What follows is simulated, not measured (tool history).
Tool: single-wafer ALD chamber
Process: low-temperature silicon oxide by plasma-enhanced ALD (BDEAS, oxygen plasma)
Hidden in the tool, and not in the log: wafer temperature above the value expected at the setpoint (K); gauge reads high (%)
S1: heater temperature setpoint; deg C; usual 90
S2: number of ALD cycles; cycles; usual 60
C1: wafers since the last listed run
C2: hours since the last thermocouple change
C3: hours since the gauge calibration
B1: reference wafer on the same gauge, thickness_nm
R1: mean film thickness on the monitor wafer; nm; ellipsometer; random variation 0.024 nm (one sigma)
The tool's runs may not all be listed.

Run 1, hour 0: usual settings but S1 82 deg C; C1 0; C2 1135.7; C3 531.3; B1 10.257. Result: R1 8.679 nm.
Run 2, hour 88.3: usual settings but S1 82 deg C; C1 531; C2 1224; C3 619.6; B1 10.254. Result: R1 8.689 nm.
Run 3, hour 145.3: usual settings; C1 342; C2 1281; C3 676.6; B1 10.263. Result: R1 8.424 nm.
Run 4, hour 190.4: usual settings; C1 271; C2 1326.1; C3 721.7; B1 10.26. Result: R1 8.39 nm.
Run 5, hour 289.1: usual settings but S1 81 deg C; C1 593; C2 1424.8; C3 820.4; B1 10.249. Result: R1 8.692 nm.
Run 6, hour 345.8: usual settings but S1 84 deg C, S2 63 cycles; C1 341; C2 1481.5; C3 877.1; B1 10.258. Result: R1 9.083 nm.
At hour 380.6: thermocouple changed; heater temperature recalibrated.
Run 7, hour 422.4: usual settings but S1 84 deg C, S2 63 cycles; C1 412; C2 41.8; C3 953.7; B1 10.248. Result: R1 9.279 nm.
At hour 485.8: gauge calibrated.
Run 8, hour 508.7: usual settings but S1 84 deg C, S2 63 cycles; C1 519; C2 128.1; C3 22.9; B1 10.263. Result: R1 9.203 nm.
Run 9, hour 548.6: usual settings but S2 57 cycles; C1 239; C2 168; C3 62.8; B1 10.268. Result: R1 8.159 nm.
Run 10, hour 618.2: usual settings but S2 50 cycles; C1 418; C2 237.6; C3 132.4; B1 10.252. Result: R1 7.132 nm.
Run 11, hour 683.7: usual settings but S1 77 deg C; C1 393; C2 303.1; C3 197.9; B1 10.26. Result: R1 9.007 nm.
Run 12, hour 750.5: usual settings but S1 84 deg C, S2 63 cycles; C1 401; C2 369.9; C3 264.7; B1 10.265. Result: R1 9.224 nm.

The next listed run, before its measurement:
Run 13, hour 811.2: usual settings but S1 104 deg C, S2 49 cycles; C1 365; C2 430.6; C3 325.4; B1 ?. Result: R1 ?.

Run 13 gave B1 10.259, R1 6.694 nm.
Without the tool's hidden state the same run would have given R1 6.699 nm.
